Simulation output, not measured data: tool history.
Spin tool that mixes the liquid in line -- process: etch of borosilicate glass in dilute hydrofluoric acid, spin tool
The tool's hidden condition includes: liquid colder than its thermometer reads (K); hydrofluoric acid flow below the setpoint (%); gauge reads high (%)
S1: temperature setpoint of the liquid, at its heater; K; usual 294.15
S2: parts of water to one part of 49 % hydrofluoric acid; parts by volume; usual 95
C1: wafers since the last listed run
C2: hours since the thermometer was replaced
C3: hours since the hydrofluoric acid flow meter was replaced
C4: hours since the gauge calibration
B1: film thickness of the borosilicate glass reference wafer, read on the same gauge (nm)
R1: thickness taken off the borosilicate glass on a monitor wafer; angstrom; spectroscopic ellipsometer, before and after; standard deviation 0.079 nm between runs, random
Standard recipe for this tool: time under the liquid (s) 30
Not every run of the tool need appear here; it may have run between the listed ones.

run 1 hour=0.0 | S1=294.15 S2=95 time_under_the_liquid_(s)=30 | C1=0 C2=616.8 C3=637.5 C4=653.0 | B1=30.00 | R1=88.2
-- hour=8.7 hydrofluoric acid flow meter replaced
run 2 hour=65.6 | S1=297.65 S2=95 time_under_the_liquid_(s)=30 | C1=992 C2=682.4 C3=56.9 C4=718.6 | B1=29.98 | R1=110.2
run 3 hour=275.5 | S1=297.65 S2=95 time_under_the_liquid_(s)=30 | C1=3223 C2=892.3 C3=266.8 C4=928.5 | B1=30.00 | R1=108.4
run 4 hour=359.9 | S1=294.15 S2=95 time_under_the_liquid_(s)=30 | C1=1296 C2=976.7 C3=351.2 C4=1012.9 | B1=29.99 | R1=91.7
run 5 hour=397.2 | S1=294.15 S2=95 time_under_the_liquid_(s)=30 | C1=572 C2=1014.0 C3=388.5 C4=1050.2 | B1=29.95 | R1=91.6
run 6 hour=457.8 | S1=294.15 S2=95 time_under_the_liquid_(s)=30 | C1=930 C2=1074.6 C3=449.1 C4=1110.8 | B1=29.98 | R1=90.5
run 7 hour=502.2 | S1=294.15 S2=95 time_under_the_liquid_(s)=30 | C1=681 C2=1119.0 C3=493.5 C4=1155.2 | B1=30.01 | R1=89.4
run 8 hour=597.4 | S1=294.15 S2=55 time_under_the_liquid_(s)=30 | C1=1462 C2=1214.2 C3=588.7 C4=1250.4 | B1=29.98 | R1=161.2
-- hour=632.4 hydrofluoric acid flow meter replaced
run 9 hour=705.4 | S1=294.15 S2=55 time_under_the_liquid_(s)=30 | C1=1643 C2=1322.2 C3=73.0 C4=1358.4 | B1=29.99 | R1=176.0
run 10 hour=771.5 | S1=294.15 S2=55 time_under_the_liquid_(s)=30 | C1=1015 C2=1388.3 C3=139.1 C4=1424.5 | B1=30.00 | R1=171.2
run 11 hour=863.1 | S1=294.15 S2=95 time_under_the_liquid_(s)=30 | C1=1406 C2=1479.9 C3=230.7 C4=1516.1 | B1=29.99 | R1=94.0
run 12 hour=929.4 | S1=291.65 S2=95 time_under_the_liquid_(s)=45 | C1=1018 C2=1546.2 C3=297.0 C4=1582.4 | B1=29.98 | R1=126.6
run 13 hour=985.0 | S1=291.65 S2=95 time_under_the_liquid_(s)=45 | C1=853 C2=1601.8 C3=352.6 C4=1638.0 | B1=29.97 | R1=122.5
run 14 hour=1021.9 | S1=291.65 S2=95 time_under_the_liquid_(s)=45 | C1=566 C2=1638.7 C3=389.5 C4=1674.9 | B1=29.97 | R1=123.3
run 15 hour=1109.7 | S1=294.15 S2=95 time_under_the_liquid_(s)=25 | C1=1348 C2=1726.5 C3=477.3 C4=1762.7 | B1=30.03 | R1=74.9
run 16 hour=1161.8 | S1=294.15 S2=95 time_under_the_liquid_(s)=30 | C1=800 C2=1778.6 C3=529.4 C4=1814.8 | B1=29.99 | R1=88.2
run 17 hour=1268.5 | S1=294.15 S2=95 time_under_the_liquid_(s)=30 | C1=1638 C2=1885.3 C3=636.1 C4=1921.5 | B1=30.00 | R1=86.8
-- hour=1311.8 hydrofluoric acid flow meter replaced
run 18 hour=1317.2 | S1=292.65 S2=110 time_under_the_liquid_(s)=25 | C1=732 C2=1934.0 C3=5.4 C4=1970.2 | B1=29.99 | R1=66.1
run 19 hour=1592.1 | S1=294.15 S2=95 time_under_the_liquid_(s)=45 | C1=4221 C2=2208.9 C3=280.3 C4=2245.1 | B1=30.01 | R1=142.2
run 20 hour=1645.8 | S1=294.15 S2=95 time_under_the_liquid_(s)=30 | C1=824 C2=2262.6 C3=334.0 C4=2298.8 | B1=29.99 | R1=91.5
run 21 hour=1734.9 | S1=294.15 S2=95 time_under_the_liquid_(s)=45 | C1=1368 C2=2351.7 C3=423.1 C4=2387.9 | B1=29.99 | R1=136.8
run 22 hour=1816.2 | S1=294.15 S2=95 time_under_the_liquid_(s)=30 | C1=1248 C2=2433.0 C3=504.4 C4=2469.2 | B1=30.00 | R1=90.3
-- hour=1825.7 thermometer replaced
run 23 hour=1870.8 | S1=295.65 S2=145 time_under_the_liquid_(s)=15 | C1=823 C2=45.1 C3=559.0 C4=2523.8 | B1=30.01 | R1=29.3
-- hour=1913.5 gauge calibrated
run 24 hour=1916.1 | S1=294.15 S2=95 time_under_the_liquid_(s)=15 | C1=695 C2=90.4 C3=604.3 C4=2.6 | B1=30.01 | R1=45.0
-- hour=1968.8 hydrofluoric acid flow meter replaced
run 25 hour=2023.7 | S1=294.15 S2=125 time_under_the_liquid_(s)=15 | C1=1637 C2=198.0 C3=54.9 C4=110.2 | B1=30.00 | R1=35.4
run 26 hour=2060.1 | S1=298.15 S2=95 time_under_the_liquid_(s)=30 | C1=559 C2=234.4 C3=91.3 C4=146.6 | B1=30.03 | R1=112.6
run 27 hour=2119.8 | S1=292.65 S2=95 time_under_the_liquid_(s)=30 | C1=916 C2=294.1 C3=151.0 C4=206.3 | B1=30.01 | R1=91.0
run 28 hour=2219.1 | S1=294.15 S2=130 time_under_the_liquid_(s)=30 | C1=1524 C2=393.4 C3=250.3 C4=305.6 | B1=30.00 | R1=65.4
run 29 hour=2280.9 | S1=290.65 S2=125 time_under_the_liquid_(s)=40 | C1=949 C2=455.2 C3=312.1 C4=367.4 | B1=30.01 | R1=79.0
run 30 hour=2373.7 | S1=297.65 S2=80 time_under_the_liquid_(s)=30 | C1=1425 C2=548.0 C3=404.9 C4=460.2 | B1=30.03 | R1=127.7
run 31 hour=2437.6 | S1=292.15 S2=55 time_under_the_liquid_(s)=30 | C1=981 C2=611.9 C3=468.8 C4=524.1 | B1=30.00 | R1=149.2
run 32 hour=2505.0 | S1=296.65 S2=65 time_under_the_liquid_(s)=15 | C1=1035 C2=679.3 C3=536.2 C4=591.5 | B1=30.00 | R1=75.0
-- hour=2533.2 hydrofluoric acid flow meter replaced
run 33 hour=2605.1 | S1=291.65 S2=95 time_under_the_liquid_(s)=45 | C1=1521 C2=779.4 C3=71.9 C4=691.6 | B1=29.97 | R1=129.6

Selected run-to-run steps in R1, each split into two signed amounts: the part the tool would show with no hidden state at all (from settings, incoming material and random variation), and the remainder, which goes to the hidden state together with any gauge scatter not common to the measured and the hidden-state-free results:
Run 7 -> 8: S2 95 -> 55. R1 +71.8 angstrom: hidden state -8.7, all else +80.5.
Run 8 -> 9: hydrofluoric acid flow meter replaced. R1 +14.8 angstrom: hidden state +13.0, all else +1.8.
Run 10 -> 11: S2 55 -> 95. R1 -77.2 angstrom: hidden state +1.0, all else -78.2.
Run 17 -> 18: S1 294.15 -> 292.65, S2 95 -> 110, time under the liquid (s) 30 -> 25, hydrofluoric acid flow meter replaced. R1 -20.7 angstrom: hidden state +10.4, all else -31.1.
Run 18 -> 19: S1 292.65 -> 294.15, S2 110 -> 95, time under the liquid (s) 25 -> 45. R1 +76.1 angstrom: hidden state -6.8, all else +82.9.
Run 25 -> 26: S1 294.15 -> 298.15, S2 125 -> 95, time under the liquid (s) 15 -> 30. R1 +77.2 angstrom: hidden state -2.0, all else +79.2.
